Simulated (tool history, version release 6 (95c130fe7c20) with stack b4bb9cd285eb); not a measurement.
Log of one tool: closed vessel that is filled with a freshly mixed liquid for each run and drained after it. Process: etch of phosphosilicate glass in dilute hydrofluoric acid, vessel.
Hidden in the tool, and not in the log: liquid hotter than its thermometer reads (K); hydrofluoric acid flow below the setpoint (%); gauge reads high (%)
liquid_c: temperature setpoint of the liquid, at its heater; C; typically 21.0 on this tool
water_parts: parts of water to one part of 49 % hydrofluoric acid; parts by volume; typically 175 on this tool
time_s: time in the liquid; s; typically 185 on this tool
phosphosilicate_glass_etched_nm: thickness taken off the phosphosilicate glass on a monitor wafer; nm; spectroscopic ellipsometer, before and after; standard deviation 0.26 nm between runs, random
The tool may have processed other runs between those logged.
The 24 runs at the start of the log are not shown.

run,hour,liquid_c,water_parts,time_s,wafers since the last listed run,hours since the thermometer was replaced,hours since the hydrofluoric acid flow meter was replaced,hours since the gauge calibration,"read-back film thickness of the phosphosilicate glass reference wafer, read on the same gauge (nm)",phosphosilicate_glass_etched_nm
25,570.1,21.0,175,185,1853,236.8,151.7,64.8,80.03,50.67
26,596.0,25.5,85,110,1732,262.7,177.6,90.7,79.99,81.83
27,622.7,17.0,130,185,1786,289.4,204.3,117.4,80.05,61.15
28,637.5,17.5,215,185,990,304.2,219.1,132.2,79.95,34.74
29,660.3,21.0,210,280,1525,327.0,241.9,155.0,80.05,61.42
30,691.5,21.0,175,245,2087,358.2,273.1,186.2,80.03,68.19
31,714.8,21.0,245,185,1558,381.5,296.4,209.5,79.98,33.80
32,731.2,22.5,205,275,1097,397.9,312.8,225.9,80.00,66.23
33,748.7,21.0,175,185,1170,415.4,330.3,243.4,80.00,51.35

3 options for the next run, each taken on its own from the tool as it stands now. Forecast them:
A,749.4,21.0,175,285,46,416.1,331.0,244.1,?,?
B,749.4,24.0,95,140,46,416.1,331.0,244.1,?,?
C,749.4,21.0,125,135,46,416.1,331.0,244.1,?,?

run,"read-back film thickness of the phosphosilicate glass reference wafer, read on the same gauge (nm)",phosphosilicate_glass_etched_nm
A,79.96,78.95
B,79.96,88.03
C,79.96,55.28
Had the tool no hidden state, the same runs would have come out as:
run,phosphosilicate_glass_etched_nm
A,76.55
B,85.28
C,53.54
